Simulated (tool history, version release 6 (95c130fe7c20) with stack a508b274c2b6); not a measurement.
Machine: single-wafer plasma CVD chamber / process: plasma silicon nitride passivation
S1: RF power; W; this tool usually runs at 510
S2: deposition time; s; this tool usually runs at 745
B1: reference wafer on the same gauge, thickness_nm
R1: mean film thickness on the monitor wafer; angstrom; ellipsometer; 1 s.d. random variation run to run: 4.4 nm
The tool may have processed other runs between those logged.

run 1 hour=0.0 | S1=510 S2=745 | B1=1019.689 | R1=10693.57
run 2 hour=62.3 | S1=510 S2=745 | B1=1019.769 | R1=10683.67
run 3 hour=120.3 | S1=510 S2=745 | B1=1020.393 | R1=10681.01
run 4 hour=156.4 | S1=510 S2=745 | B1=1019.979 | R1=10649.26
run 5 hour=207.7 | S1=510 S2=745 | B1=1020.478 | R1=10722.31
run 6 hour=255.4 | S1=510 S2=745 | B1=1020.616 | R1=10689.97
run 7 hour=348.2 | S1=575 S2=745 | B1=1021.258 | R1=11065.32
run 8 hour=388.0 | S1=575 S2=745 | B1=1019.418 | R1=11083.27
run 9 hour=457.2 | S1=470 S2=745 | B1=1020.013 | R1=10405.70
run 10 hour=551.3 | S1=470 S2=745 | B1=1020.551 | R1=10328.82
run 11 hour=603.6 | S1=470 S2=745 | B1=1020.440 | R1=10254.41
run 12 hour=643.9 | S1=510 S2=745 | B1=1019.679 | R1=10517.24
run 13 hour=724.3 | S1=510 S2=745 | B1=1019.766 | R1=10629.11
run 14 hour=828.0 | S1=510 S2=745 | B1=1020.580 | R1=10636.16
run 15 hour=871.9 | S1=510 S2=745 | B1=1019.190 | R1=10643.03
run 16 hour=977.9 | S1=510 S2=745 | B1=1020.049 | R1=10621.25
run 17 hour=1052.6 | S1=510 S2=745 | B1=1019.652 | R1=10638.45
run 18 hour=1354.4 | S1=510 S2=745 | B1=1019.855 | R1=10488.06
run 19 hour=1487.0 | S1=510 S2=745 | B1=1020.032 | R1=10548.82
run 20 hour=1575.8 | S1=510 S2=745 | B1=1020.448 | R1=10501.58
-- hour=1594.5 RF generator calibrated
run 21 hour=1620.6 | S1=510 S2=745 | B1=1020.695 | R1=10358.25
run 22 hour=1703.6 | S1=510 S2=745 | B1=1019.982 | R1=10353.90
run 23 hour=1802.8 | S1=510 S2=745 | B1=1018.020 | R1=10312.80
run 24 hour=1841.5 | S1=550 S2=656 | B1=1019.831 | R1=9319.14
run 25 hour=1927.7 | S1=510 S2=745 | B1=1019.200 | R1=10306.60
-- hour=1943.7 showerhead replaced
run 26 hour=1992.8 | S1=410 S2=664 | B1=1020.376 | R1=8476.33
-- hour=2060.5 gauge calibrated
run 27 hour=2094.3 | S1=410 S2=695 | B1=1019.709 | R1=8877.99
run 28 hour=2186.6 | S1=510 S2=745 | B1=1021.156 | R1=10348.50
-- hour=2239.7 RF generator calibrated, repeated, since the last time left the tool worse
run 29 hour=2250.3 | S1=510 S2=745 | B1=1020.192 | R1=10643.84
run 30 hour=2321.2 | S1=510 S2=652 | B1=1020.222 | R1=9381.06
run 31 hour=2428.5 | S1=460 S2=847 | B1=1019.980 | R1=11692.70
run 32 hour=2529.3 | S1=510 S2=693 | B1=1021.093 | R1=9891.84
run 33 hour=2630.5 | S1=595 S2=864 | B1=1019.799 | R1=12940.31
run 34 hour=2730.2 | S1=510 S2=745 | B1=1020.209 | R1=10631.95
run 35 hour=2782.2 | S1=450 S2=817 | B1=1020.342 | R1=11140.60
run 36 hour=2849.2 | S1=510 S2=745 | B1=1019.764 | R1=10627.88
run 37 hour=2931.0 | S1=510 S2=854 | B1=1020.969 | R1=12183.74
run 38 hour=2967.8 | S1=415 S2=745 | B1=1020.413 | R1=9902.40
run 39 hour=3071.9 | S1=430 S2=745 | B1=1020.717 | R1=9998.56
run 40 hour=3112.9 | S1=540 S2=697 | B1=1018.827 | R1=10154.61
run 41 hour=3202.3 | S1=480 S2=684 | B1=1019.065 | R1=9489.40
run 42 hour=3263.0 | S1=535 S2=708 | B1=1020.610 | R1=10202.43
run 43 hour=3367.5 | S1=510 S2=745 | B1=1019.355 | R1=10585.95
run 44 hour=3404.9 | S1=535 S2=745 | B1=1019.698 | R1=10803.68

Each row is a separate what-if for the run after 44, all from the same tool condition, not one after another. Results?
run A hour=3405.5 | S1=510 S2=647 | B1=? | R1=?
run B hour=3405.5 | S1=475 S2=694 | B1=? | R1=?
run C hour=3405.5 | S1=610 S2=745 | B1=? | R1=?

run=A B1=1019.829 R1=9172.14
run=B B1=1019.829 R1=9599.59
run=C B1=1019.829 R1=11223.64
Take away the tool's hidden state, keep each run's random variation, and the runs would have read:
run=A R1=9283.67
run=B R1=9716.32
run=C R1=11360.12
